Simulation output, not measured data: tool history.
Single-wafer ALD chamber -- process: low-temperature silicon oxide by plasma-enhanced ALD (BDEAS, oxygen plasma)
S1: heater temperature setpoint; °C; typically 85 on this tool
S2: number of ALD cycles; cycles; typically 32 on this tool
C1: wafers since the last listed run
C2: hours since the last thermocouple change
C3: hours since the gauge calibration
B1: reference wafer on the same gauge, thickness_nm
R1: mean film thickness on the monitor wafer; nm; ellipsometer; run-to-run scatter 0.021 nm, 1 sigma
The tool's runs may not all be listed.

run     day   S1  S2    C1      C2      C3     B1     R1
  1       0   85  28     0  1037.4   653.4  6.146  4.771
  2   4.175   85  28   843  1137.6   753.6  6.138  4.775
  3   8.642   96  32   902  1244.8   860.8  6.135  5.241
  4  12.525   96  32   784    1338     954   6.14  5.212
  5  15.142   85  33   528  1400.8  1016.8  6.137   5.54
  6  16.688   85  33   312  1437.9  1053.9  6.139  5.616
  7  18.475   85  32   361  1480.8  1096.8  6.135  5.423
  8  22.071   85  32   726  1567.1  1183.1  6.139  5.379
  9  26.042   73  32   801  1662.4  1278.4   6.15  5.637
 10  28.667   73  32   530  1725.4  1341.4  6.137  5.651
 11  30.892   73  32   449  1778.8  1394.8  6.142  5.636
 12  32.412   85  36   307  1815.3  1431.3  6.137  6.082
 13   35.65   85  36   653    1893    1509  6.133  6.108
 14  39.271   78  32   731  1979.9  1595.9  6.148  5.474
 15  40.933   85  32   335  2019.8  1635.8   6.14  5.336
 16  44.071   71  32   633  2095.1  1711.1  6.144  5.673
 17  47.042   85  32   600  2166.4  1782.4  6.141  5.358
 18   48.95   85  32   385  2212.2  1828.2  6.137  5.311
     49.883  -- gauge calibrated
 19  52.671   73  37   751  2301.5    66.9  6.134   6.48
     53.917  -- thermocouple changed; heater temperature recalibrated
 20  55.117  100  26   426    28.8   125.6  6.143  4.223
 21  58.046   76  30   591    99.1   195.9  6.138  5.308
 22  64.862   92  32  1376   262.7   359.5  6.145  5.373
 23  68.033   85  32   640   338.8   435.6  6.138  5.487
 24  70.308   76  37   459   393.4   490.2  6.147  6.538
 25  71.929   85  32   327   432.3   529.1  6.147  5.518
 26  76.079   71  29   838   531.9   628.7   6.14  5.275
 27  79.592   85  32   709   616.2     713  6.134  5.525
 28  83.975   76  32   885   721.4   818.2  6.138  5.659

The tool's hidden state at each run:
gauge reads high (%): 0 at every run
H1: wafer temperature above the value expected at the setpoint (K)
run      H1
  1    1.83
  2    2.06
  3    2.33
  4    2.58
  5    2.75
  6    2.86
  7    2.99
  8    3.27
  9    3.59
 10    3.81
 11       4
 12    4.14
 13    4.44
 14    4.79
 15    4.96
 16    5.28
 17    5.59
 18     5.8
 19    6.22
 20  0.0467
 21   0.056
 22   0.118
 23   0.165
 24   0.207
 25    0.24
 26    0.34
 27   0.441
 28   0.587
